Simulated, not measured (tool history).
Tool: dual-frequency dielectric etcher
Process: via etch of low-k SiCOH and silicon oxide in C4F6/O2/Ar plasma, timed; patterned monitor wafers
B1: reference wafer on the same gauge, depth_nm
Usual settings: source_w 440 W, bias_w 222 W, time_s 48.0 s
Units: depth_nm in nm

run 1 hour=0.0 | source_w=440 bias_w=222 time_s=48.0 | B1=146.0 | depth_nm=132.9
-- hour=41.7 wet clean of the chamber
run 2 hour=42.2 | source_w=440 bias_w=222 time_s=48.0 | B1=145.9 | depth_nm=132.9
run 3 hour=94.1 | source_w=440 bias_w=222 time_s=48.0 | B1=146.0 | depth_nm=133.2
run 4 hour=233.3 | source_w=440 bias_w=222 time_s=48.0 | B1=146.0 | depth_nm=133.4
run 5 hour=304.7 | source_w=440 bias_w=222 time_s=48.0 | B1=146.0 | depth_nm=133.7
run 6 hour=342.6 | source_w=440 bias_w=188 time_s=48.0 | B1=145.9 | depth_nm=125.8
run 7 hour=368.0 | source_w=440 bias_w=188 time_s=48.0 | B1=146.1 | depth_nm=125.9
run 8 hour=397.9 | source_w=440 bias_w=222 time_s=38.5 | B1=146.0 | depth_nm=107.1
run 9 hour=443.7 | source_w=440 bias_w=222 time_s=38.5 | B1=146.0 | depth_nm=107.1
run 10 hour=478.4 | source_w=440 bias_w=222 time_s=38.5 | B1=146.0 | depth_nm=107.5
-- hour=516.2 wet clean of the chamber
run 11 hour=550.2 | source_w=410 bias_w=222 time_s=48.0 | B1=145.9 | depth_nm=130.2
run 12 hour=612.1 | source_w=410 bias_w=222 time_s=48.0 | B1=146.0 | depth_nm=130.7
-- hour=653.7 upper electrode replaced
run 13 hour=665.3 | source_w=440 bias_w=222 time_s=48.0 | B1=146.0 | depth_nm=134.2
run 14 hour=716.7 | source_w=400 bias_w=178 time_s=37.0 | B1=146.0 | depth_nm=91.8
-- hour=757.6 bias power generator calibrated
run 15 hour=758.1 | source_w=340 bias_w=222 time_s=48.0 | B1=146.0 | depth_nm=119.2
run 16 hour=806.8 | source_w=440 bias_w=222 time_s=48.0 | B1=146.0 | depth_nm=131.4
run 17 hour=855.0 | source_w=480 bias_w=172 time_s=37.5 | B1=145.9 | depth_nm=96.6
run 18 hour=921.7 | source_w=440 bias_w=222 time_s=48.0 | B1=146.0 | depth_nm=131.6
run 19 hour=949.9 | source_w=440 bias_w=222 time_s=48.0 | B1=146.1 | depth_nm=131.4
run 20 hour=1013.9 | source_w=440 bias_w=222 time_s=41.5 | B1=146.0 | depth_nm=113.8
run 21 hour=1056.4 | source_w=340 bias_w=169 time_s=48.0 | B1=146.0 | depth_nm=108.3
-- hour=1084.7 source power generator calibrated
-- hour=1088.5 wet clean of the chamber
run 22 hour=1098.4 | source_w=440 bias_w=222 time_s=48.0 | B1=145.9 | depth_nm=129.6
-- hour=1103.9 gauge calibrated
run 23 hour=1162.6 | source_w=440 bias_w=171 time_s=55.5 | B1=146.0 | depth_nm=136.7
run 24 hour=1208.8 | source_w=440 bias_w=222 time_s=48.0 | B1=146.1 | depth_nm=129.7
run 25 hour=1249.9 | source_w=520 bias_w=168 time_s=35.0 | B1=146.0 | depth_nm=91.3
run 26 hour=1294.2 | source_w=440 bias_w=207 time_s=52.5 | B1=146.0 | depth_nm=138.7
run 27 hour=1351.1 | source_w=510 bias_w=178 time_s=56.5 | B1=146.1 | depth_nm=148.8
run 28 hour=1406.1 | source_w=410 bias_w=277 time_s=42.0 | B1=146.0 | depth_nm=120.2
run 29 hour=1435.6 | source_w=390 bias_w=243 time_s=61.5 | B1=146.0 | depth_nm=164.3

4 ways to go on from here, each from the tool as it stands after run 29. What would each give?
run A hour=1436.0 | source_w=440 bias_w=222 time_s=48.0 | B1=? | depth_nm=?
run B hour=1436.0 | source_w=530 bias_w=258 time_s=57.5 | B1=? | depth_nm=?
run C hour=1436.0 | source_w=440 bias_w=222 time_s=42.0 | B1=? | depth_nm=?
run D hour=1436.0 | source_w=440 bias_w=222 time_s=36.5 | B1=? | depth_nm=?

run=A B1=146.0 depth_nm=129.7
run=B B1=146.0 depth_nm=176.0
run=C B1=146.0 depth_nm=113.4
run=D B1=146.0 depth_nm=98.6
Without the tool's hidden state the same runs would have given:
run=A depth_nm=129.6
run=B depth_nm=175.9
run=C depth_nm=113.4
run=D depth_nm=98.5
